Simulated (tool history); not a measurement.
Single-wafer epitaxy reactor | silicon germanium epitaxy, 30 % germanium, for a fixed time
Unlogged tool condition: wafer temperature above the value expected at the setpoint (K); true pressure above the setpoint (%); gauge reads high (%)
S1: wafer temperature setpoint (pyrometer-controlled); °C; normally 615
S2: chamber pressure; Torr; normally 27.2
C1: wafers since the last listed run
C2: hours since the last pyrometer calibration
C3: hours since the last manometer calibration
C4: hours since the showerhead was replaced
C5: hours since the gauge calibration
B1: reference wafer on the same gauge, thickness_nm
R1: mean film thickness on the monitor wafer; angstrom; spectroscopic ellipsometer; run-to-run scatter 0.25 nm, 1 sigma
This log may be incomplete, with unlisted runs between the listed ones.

run,hour,S1,S2,C1,C2,C3,C4,C5,B1,R1
1,0.0,615,27.2,0,902.5,847.3,6065.1,75.9,92.901,870.84
2,32.5,615,27.2,593,935.0,879.8,6097.6,108.4,92.876,865.60
3,102.5,625,30.1,1277,1005.0,949.8,6167.6,178.4,92.672,1089.02
4,131.0,625,30.1,520,1033.5,978.3,6196.1,206.9,92.919,1089.78
5,189.7,615,27.2,1071,1092.2,1037.0,6254.8,265.6,92.803,868.66
6,247.5,615,27.2,1054,1150.0,1094.8,6312.6,323.4,92.801,867.05
7,291.9,624,27.2,810,1194.4,1139.2,6357.0,367.8,92.758,1042.51
8,325.7,624,27.2,616,1228.2,1173.0,6390.8,401.6,92.796,1041.88
9,378.2,615,27.2,958,1280.7,1225.5,6443.3,454.1,92.871,864.59
10,437.7,615,29.9,1086,1340.2,1285.0,6502.8,513.6,92.842,888.83
11,500.2,615,25.8,1140,1402.7,1347.5,6565.3,576.1,92.836,852.25
12,540.5,615,25.8,735,1443.0,1387.8,6605.6,616.4,92.879,852.91
13,574.3,615,27.2,616,1476.8,1421.6,6639.4,650.2,92.897,867.75
14,598.5,615,27.2,441,1501.0,1445.8,6663.6,674.4,92.858,865.08
15,651.1,615,27.2,960,1553.6,1498.4,6716.2,727.0,92.903,863.86
16,697.9,615,23.0,854,1600.4,1545.2,6763.0,773.8,92.687,825.04
17,754.5,630,25.4,1033,1657.0,1601.8,6819.6,830.4,92.838,1139.77
# hour 765.6: gauge calibrated
18,791.4,608,31.4,673,1693.9,1638.7,6856.5,25.8,92.707,781.16
19,832.6,615,27.2,751,1735.1,1679.9,6897.7,67.0,92.846,862.97
20,866.9,611,30.5,626,1769.4,1714.2,6932.0,101.3,92.777,825.69
21,927.9,611,21.6,1113,1830.4,1775.2,6993.0,162.3,92.718,753.28
22,995.3,621,32.3,1230,1897.8,1842.6,7060.4,229.7,92.885,1021.92
23,1027.9,615,27.2,595,1930.4,1875.2,7093.0,262.3,92.757,861.87
# hour 1054.9: showerhead replaced
24,1056.0,610,32.4,366,1958.5,1903.3,1.1,290.4,92.650,824.99
25,1109.3,605,22.4,972,2011.8,1956.6,54.4,343.7,92.777,670.72
# hour 1118.9: capacitance manometer re-zeroed and calibrated
# hour 1145.3: pyrometer calibrated
26,1162.1,623,27.2,671,16.8,43.2,107.2,396.5,92.762,1004.61
27,1208.7,605,22.4,850,63.4,89.8,153.8,443.1,92.768,662.33
28,1251.9,615,27.2,788,106.6,133.0,197.0,486.3,92.823,853.84
29,1309.3,608,32.3,1047,164.0,190.4,254.4,543.7,92.932,774.61
30,1344.0,629,31.9,633,198.7,225.1,289.1,578.4,92.912,1177.22
# hour 1492.4: capacitance manometer re-zeroed and calibrated, repeated, since the last time left the tool worse
31,1538.8,623,23.1,3409,393.5,46.4,483.9,773.2,92.657,985.16
32,1597.0,615,27.2,1062,451.7,104.6,542.1,831.4,92.780,879.38
33,1623.3,602,27.2,480,478.0,130.9,568.4,857.7,92.830,667.77
34,1687.9,628,30.0,1179,542.6,195.5,633.0,922.3,92.887,1163.33
# hour 1723.0: gauge calibrated
35,1755.0,611,23.7,1224,609.7,262.6,700.1,32.0,92.808,780.73

Take each entry between the runs: how does the hidden state at the last listed run before it differ from the hidden state at the first listed run after it?
Logged between run 17 and run 18: gauge calibrated (hour 765.6)
  true pressure above the setpoint (%): -4.84 -> -4.87
  difference, measured minus the result without the unlogged condition, R1: -15.57 -> -10.74 angstrom
Logged between run 23 and run 24: showerhead replaced (hour 1054.9)
  true pressure above the setpoint (%): -5.03 -> -5.04
  difference, measured minus the result without the unlogged condition, R1: -12.24 -> -11.76 angstrom
Logged between run 25 and run 26: capacitance manometer re-zeroed and calibrated (hour 1118.9); pyrometer calibrated (hour 1145.3)
  true pressure above the setpoint (%): -5.07 -> -8.3
  difference, measured minus the result without the unlogged condition, R1: -9.61 -> -23.94 angstrom
Logged between run 30 and run 31: capacitance manometer re-zeroed and calibrated, repeated, since the last time left the tool worse (hour 1492.4)
  true pressure above the setpoint (%): -9.58 -> 0.245
  difference, measured minus the result without the unlogged condition, R1: -32.63 -> +0.67 angstrom
Logged between run 34 and run 35: gauge calibrated (hour 1723.0)
  true pressure above the setpoint (%): -0.83 -> -1.24
  difference, measured minus the result without the unlogged condition, R1: -2.67 -> -2.69 angstrom
